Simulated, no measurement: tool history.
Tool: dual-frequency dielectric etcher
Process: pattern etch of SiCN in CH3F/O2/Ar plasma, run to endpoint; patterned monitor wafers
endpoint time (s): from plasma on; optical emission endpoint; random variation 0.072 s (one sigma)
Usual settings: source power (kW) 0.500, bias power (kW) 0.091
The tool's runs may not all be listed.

run   hour  source power (kW)  bias power (kW)  incoming incoming film thickness, nm  endpoint time (s)
  1    0.0              0.500            0.091                                  9.73               23.2
  2   28.3              0.580            0.091                                  9.87               22.4
  3   61.8              0.580            0.091                                  9.89               22.4
  4   92.2              0.470            0.097                                  9.92               23.6
  5  130.7              0.470            0.097                                  9.79               23.3
  6  146.9              0.430            0.073                                  9.78               25.5
  7  160.3              0.430            0.073                                  9.75               25.5
  8  176.7              0.500            0.091                                  9.79               23.1
  9  210.7              0.500            0.091                                  9.82               23.1
 10  238.9              0.500            0.091                                  9.74               23.0
     270.5  -- wet clean of the chamber
 11  272.5              0.500            0.091                                  9.73               23.5
 12  293.8              0.500            0.091                                  9.73               23.7
     340.5  -- upper electrode replaced
 13  341.0              0.440            0.076                                  9.85               25.8
 14  354.6              0.440            0.076                                  9.73               25.5
     374.6  -- bias power generator calibrated
 15  385.9              0.440            0.076                                  9.87               25.9
 16  406.3              0.500            0.091                                  9.82               23.6
 17  418.8              0.500            0.091                                  9.93               23.9
 18  447.4              0.500            0.073                                  9.81               24.8
 19  478.5              0.500            0.091                                  9.89               23.6
 20  501.7              0.550            0.091                                  9.87               22.9
 21  514.1              0.560            0.109                                  9.86               21.7
 22  548.6              0.430            0.073                                  9.80               25.9
 23  571.9              0.440            0.105                                  9.75               23.2
     600.3  -- source power generator calibrated
 24  600.8              0.500            0.091                                  9.71               23.0
 25  677.0              0.430            0.102                                  9.78               23.5
 26  694.4              0.500            0.100                                  9.83               22.6
 27  725.3              0.460            0.091                                  9.71               23.4
 28  753.4              0.500            0.080                                  9.80               23.7
     790.8  -- wet clean of the chamber
 29  791.3              0.500            0.091                                  9.80               24.1
 30  802.6              0.500            0.105                                  9.77               22.9
 31  824.6              0.500            0.091                                  9.88               24.2
 32  857.3              0.460            0.072                                  9.69               25.6
 33  890.9              0.550            0.105                                  9.72               22.1
 34  922.7              0.440            0.105                                  9.83               23.9
 35  943.1              0.500            0.091                                  9.82               23.7
 36  972.1              0.600            0.084                                  9.86               22.8

3 ways to go on from here, each from the tool as it stands after run 36. What would each give?
  A  972.5              0.420            0.091                                  9.74                  ?
  B  972.5              0.500            0.103                                  9.74                  ?
  C  972.5              0.390            0.102                                  9.74                  ?

run  endpoint time (s)
  A               24.9
  B               22.8
  C               24.8
Without the tool's hidden state the same runs would have given:
run  endpoint time (s)
  A               25.1
  B               23.0
  C               25.0
